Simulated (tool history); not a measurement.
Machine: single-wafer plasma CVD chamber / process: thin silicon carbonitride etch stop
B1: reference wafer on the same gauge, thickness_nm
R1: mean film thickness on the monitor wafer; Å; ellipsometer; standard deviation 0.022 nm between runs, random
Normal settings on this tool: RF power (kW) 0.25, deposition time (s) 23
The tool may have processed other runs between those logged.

Run 1, day 0: usual settings but RF power (kW) 0.235; B1 14. Result: R1 141.07 Å.
Run 2, day 2.929: usual settings but RF power (kW) 0.235; B1 14.002. Result: R1 141.05 Å.
Run 3, day 4.771: usual settings but RF power (kW) 0.24; B1 14. Result: R1 142.39 Å.
Run 4, day 9.267: usual settings; B1 13.999. Result: R1 144.78 Å.
Run 5, day 13.104: usual settings but deposition time (s) 24.1; B1 13.997. Result: R1 151.59 Å.
At day 17.808: RF generator calibrated.
Run 6, day 17.829: usual settings but RF power (kW) 0.28, deposition time (s) 25.5; B1 13.999. Result: R1 169.84 Å.
At day 19.383: gauge calibrated.
Run 7, day 19.492: usual settings but RF power (kW) 0.28, deposition time (s) 25.5; B1 14.002. Result: R1 169.82 Å.
Run 8, day 23.642: usual settings; B1 14.003. Result: R1 145.9 Å.
At day 26.583: showerhead replaced.
Run 9, day 26.996: usual settings; B1 14.005. Result: R1 146.03 Å.
Run 10, day 31.183: usual settings; B1 13.999. Result: R1 145.85 Å.
Run 11, day 32.75: usual settings but RF power (kW) 0.27, deposition time (s) 19.6; B1 14.003. Result: R1 128.6 Å.
Run 12, day 35.846: usual settings but RF power (kW) 0.285, deposition time (s) 25.1; B1 13.996. Result: R1 167.77 Å.
Run 13, day 38.671: usual settings but RF power (kW) 0.295; B1 14.005. Result: R1 155.7 Å.
At day 40.992: thermocouple changed; heater temperature recalibrated.
Run 14, day 41.012: usual settings but deposition time (s) 24.2; B1 13.995. Result: R1 152.61 Å.
Run 15, day 44.275: usual settings; B1 14.006. Result: R1 145.23 Å.
Run 16, day 47.212: usual settings but RF power (kW) 0.295; B1 14.003. Result: R1 155.71 Å.
Run 17, day 49.454: usual settings but RF power (kW) 0.235, deposition time (s) 26.4; B1 14.003. Result: R1 162.21 Å.
Run 18, day 51.092: usual settings but RF power (kW) 0.22, deposition time (s) 25.1; B1 13.996. Result: R1 149.55 Å.
Run 19, day 53.096: usual settings but RF power (kW) 0.29, deposition time (s) 25; B1 14. Result: R1 167.7 Å.

5 ways to go on from here, each from the tool as it stands after run 19. What would each give?
Run A, day 53.112: usual settings but deposition time (s) 20.5; B1 ?. Result: R1 ?.
Run B, day 53.112: usual settings but RF power (kW) 0.285, deposition time (s) 20.2; B1 ?. Result: R1 ?.
Run C, day 53.112: usual settings but deposition time (s) 24.9; B1 ?. Result: R1 ?.
Run D, day 53.112: usual settings but RF power (kW) 0.29, deposition time (s) 26.1; B1 ?. Result: R1 ?.
Run E, day 53.112: usual settings but RF power (kW) 0.22, deposition time (s) 21.4; B1 ?. Result: R1 ?.

run      B1      R1
  A  13.998  128.89
  B  13.998  134.13
  C  13.998  156.55
  D  13.998  174.53
  E  13.998  127.18
Had the tool no hidden state, the same runs would have come out as:
run      R1
  A  129.86
  B  135.14
  C  157.73
  D  175.85
  E  128.14
